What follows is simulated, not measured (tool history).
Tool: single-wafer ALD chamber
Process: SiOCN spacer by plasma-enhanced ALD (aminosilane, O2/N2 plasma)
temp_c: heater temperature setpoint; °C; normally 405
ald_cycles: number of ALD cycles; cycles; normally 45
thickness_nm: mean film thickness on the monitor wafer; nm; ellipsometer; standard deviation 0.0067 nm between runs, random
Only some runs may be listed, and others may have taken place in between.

run,day,temp_c,ald_cycles,"read-back reference wafer on the same gauge, thickness_nm",thickness_nm
1,0,413,45,2.921,2.639
2,0.738,405,49,2.925,2.937
3,1.3,405,45,2.931,2.7
4,2.496,405,45,2.939,2.72
5,3.15,405,45,2.944,2.718
6,3.883,405,45,2.948,2.707
7,5.179,405,45,2.953,2.713
8,6.3,405,45,2.958,2.737
9,6.925,405,45,2.961,2.723
10,8.192,405,45,2.966,2.725
11,9.675,410,45,2.971,2.704
12,10.788,410,45,2.972,2.698
13,12.067,410,45,2.977,2.699
14,13.342,416,50,2.979,2.96
15,14.621,391,45,2.98,2.792
16,15.792,415,49,2.984,2.913
# day 16.921: thermocouple changed; heater temperature recalibrated
17,16.942,395,53,2.985,3.285
18,17.758,413,41,2.985,2.451
19,18.754,405,50,2.984,3.066
20,19.992,405,45,2.988,2.745
21,23.208,391,45,2.988,2.803
# day 23.692: gauge calibrated
22,24.5,394,45,2.925,2.724
23,25.296,398,45,2.931,2.74
24,26.325,405,45,2.936,2.701
25,27.367,405,39,2.945,2.351
26,28.221,391,40,2.95,2.454
27,29.362,395,41,2.955,2.525
28,30.608,395,38,2.961,2.334
29,31.679,412,48,2.964,2.862

Measured less the same run without the tool's hidden state. The same run-to-run variation is in both; the gauge's scatter may not be:
Unlogged tool condition in this case: wafer temperature above the value expected at the setpoint (K); gauge reads high (%).
run,thickness_nm
1,+0.001
2,+0.007
3,+0.01
4,+0.017
5,+0.021
6,+0.024
7,+0.03
8,+0.035
9,+0.038
10,+0.041
11,+0.045
12,+0.048
13,+0.05
14,+0.058
15,+0.056
16,+0.061
17,+0.07
18,+0.054
19,+0.068
20,+0.062
21,+0.066
22,+0.004
23,+0.01
24,+0.017
25,+0.019
26,+0.024
27,+0.03
28,+0.032
29,+0.043
